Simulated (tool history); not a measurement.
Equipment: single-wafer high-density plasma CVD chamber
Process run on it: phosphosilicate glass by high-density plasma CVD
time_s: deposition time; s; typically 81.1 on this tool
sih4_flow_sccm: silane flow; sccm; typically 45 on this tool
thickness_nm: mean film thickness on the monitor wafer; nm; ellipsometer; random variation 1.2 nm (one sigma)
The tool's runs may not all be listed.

run,day,time_s,sih4_flow_sccm,"read-back reference wafer on the same gauge, thickness_nm",thickness_nm
1,0.000,81.1,45,363.011,406.433
2,2.792,81.1,45,362.817,409.724
3,5.767,85.6,45,362.702,430.948
4,9.267,85.6,45,363.324,433.243
5,11.262,81.1,45,363.144,407.841
6,13.754,81.1,45,362.964,410.747
7,15.750,81.1,45,362.705,413.088
8,18.788,81.1,45,363.142,409.146
9,21.912,81.1,45,362.968,411.391
10,24.883,81.1,45,362.898,410.388
11,27.729,81.1,45,362.855,411.771
12,31.246,81.1,45,362.843,411.134
13,34.392,81.1,45,363.034,413.381
14,36.225,88.4,45,363.011,449.715
15,38.429,88.4,45,363.370,446.943
16,39.967,88.4,45,362.951,449.352
# day 42.171: silane flow controller replaced
17,52.850,72.7,50,362.766,399.609
18,54.596,81.1,45,362.872,407.231
19,57.742,81.1,45,362.943,408.923
20,59.692,69.0,50,363.156,379.162
21,63.979,81.1,45,362.995,409.854
22,67.771,81.1,50,362.840,444.404
23,70.442,81.1,45,362.556,410.546
24,72.262,94.4,52,363.173,539.161
25,75.717,72.7,50,362.820,399.754
26,79.471,81.1,45,362.868,411.441
# day 85.242: gauge calibrated
27,86.521,87.0,48,362.953,463.578
28,89.242,90.7,45,362.701,459.535
29,93.525,96.3,45,362.686,490.119
30,95.671,81.1,45,363.001,411.814
31,100.392,81.1,45,363.295,413.773
32,102.458,81.1,37,362.939,353.651
# day 103.104: silane flow controller replaced
33,106.946,66.3,50,362.847,361.996
34,108.746,92.9,53,362.930,534.583
35,112.096,85.8,45,362.664,428.570
36,115.921,89.2,50,363.112,487.859
37,119.458,81.1,45,363.019,411.250

List, for all runs, the conditions of the tool that the log does not record:
gauge reads high (%): 0 across all the runs
H1: delivered silane flow above the setpoint (%)
run,H1
1,1.18
2,1.32
3,1.45
4,1.59
5,1.66
6,1.73
7,1.79
8,1.87
9,1.94
10,2
11,2.05
12,2.1
13,2.14
14,2.16
15,2.18
16,2.2
17,0.763
18,0.88
19,1.07
20,1.18
21,1.38
22,1.53
23,1.62
24,1.68
25,1.78
26,1.87
27,2
28,2.04
29,2.1
30,2.12
31,2.17
32,2.19
33,0.636
34,0.799
35,1.07
36,1.34
37,1.54
